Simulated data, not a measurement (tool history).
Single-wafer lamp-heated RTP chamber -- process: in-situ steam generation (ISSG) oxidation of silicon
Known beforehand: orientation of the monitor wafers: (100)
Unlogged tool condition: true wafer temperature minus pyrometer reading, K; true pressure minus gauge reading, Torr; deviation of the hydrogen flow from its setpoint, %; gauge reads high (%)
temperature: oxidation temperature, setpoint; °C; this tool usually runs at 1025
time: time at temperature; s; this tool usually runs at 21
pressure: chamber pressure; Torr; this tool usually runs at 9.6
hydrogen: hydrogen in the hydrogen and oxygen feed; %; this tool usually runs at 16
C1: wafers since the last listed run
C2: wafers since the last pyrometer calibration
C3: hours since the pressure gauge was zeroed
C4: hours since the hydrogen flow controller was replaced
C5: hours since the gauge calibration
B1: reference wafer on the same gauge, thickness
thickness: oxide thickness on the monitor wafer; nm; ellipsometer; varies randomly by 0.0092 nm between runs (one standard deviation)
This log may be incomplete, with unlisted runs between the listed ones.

run 1 hour=0 | temperature=1025 time=21 pressure=9.6 hydrogen=11 | C1=0 C2=1892 C3=4365.6 C4=4432.2 C5=578.7 | B1=5.969 | thickness=5.688
run 2 hour=64.2 | temperature=1025 time=21 pressure=9.6 hydrogen=11 | C1=637 C2=2529 C3=4429.8 C4=4496.4 C5=642.9 | B1=5.97 | thickness=5.684
run 3 hour=129.2 | temperature=1025 time=21 pressure=9.6 hydrogen=11 | C1=645 C2=3174 C3=4494.8 C4=4561.4 C5=707.9 | B1=5.97 | thickness=5.697
run 4 hour=176.8 | temperature=1025 time=21 pressure=9.6 hydrogen=16 | C1=472 C2=3647 C3=4542.4 C4=4609 C5=755.5 | B1=5.971 | thickness=6.158
run 5 hour=257.3 | temperature=1025 time=21 pressure=9.6 hydrogen=16 | C1=798 C2=4446 C3=4622.9 C4=4689.5 C5=836 | B1=5.969 | thickness=6.148
run 6 hour=315 | temperature=1025 time=21 pressure=9.6 hydrogen=16 | C1=572 C2=5018 C3=4680.6 C4=4747.2 C5=893.7 | B1=5.97 | thickness=6.16
-- hour=362.1 pressure gauge zeroed
run 7 hour=379.8 | temperature=1036 time=21 pressure=9.6 hydrogen=16 | C1=563 C2=5582 C3=17.7 C4=4812 C5=958.5 | B1=5.97 | thickness=6.511
-- hour=659.2 hydrogen flow controller replaced
run 8 hour=694.7 | temperature=1025 time=21 pressure=9.6 hydrogen=16 | C1=3045 C2=8628 C3=332.6 C4=35.5 C5=1273.4 | B1=5.97 | thickness=6.177
run 9 hour=745.2 | temperature=1013 time=18 pressure=9.6 hydrogen=16 | C1=501 C2=9129 C3=383.1 C4=86 C5=1323.9 | B1=5.971 | thickness=5.415
-- hour=755.1 pyrometer window cleaned and pyrometer calibrated
-- hour=816 gauge calibrated
run 10 hour=830.4 | temperature=1025 time=21 pressure=9.6 hydrogen=22 | C1=766 C2=746 C3=468.3 C4=171.2 C5=14.4 | B1=5.969 | thickness=6.558

For run 11, what comes out?
run 11 hour=903.3 | temperature=1037 time=15 pressure=9.6 hydrogen=24 | C1=723 C2=1470 C3=541.2 C4=244.1 C5=87.3 | B1=? | thickness=?

Logged for run 11: B1 5.969, thickness 6.008 nm.
On a tool with no hidden condition, and with the same random variation, this run would have come out at thickness 5.985 nm.

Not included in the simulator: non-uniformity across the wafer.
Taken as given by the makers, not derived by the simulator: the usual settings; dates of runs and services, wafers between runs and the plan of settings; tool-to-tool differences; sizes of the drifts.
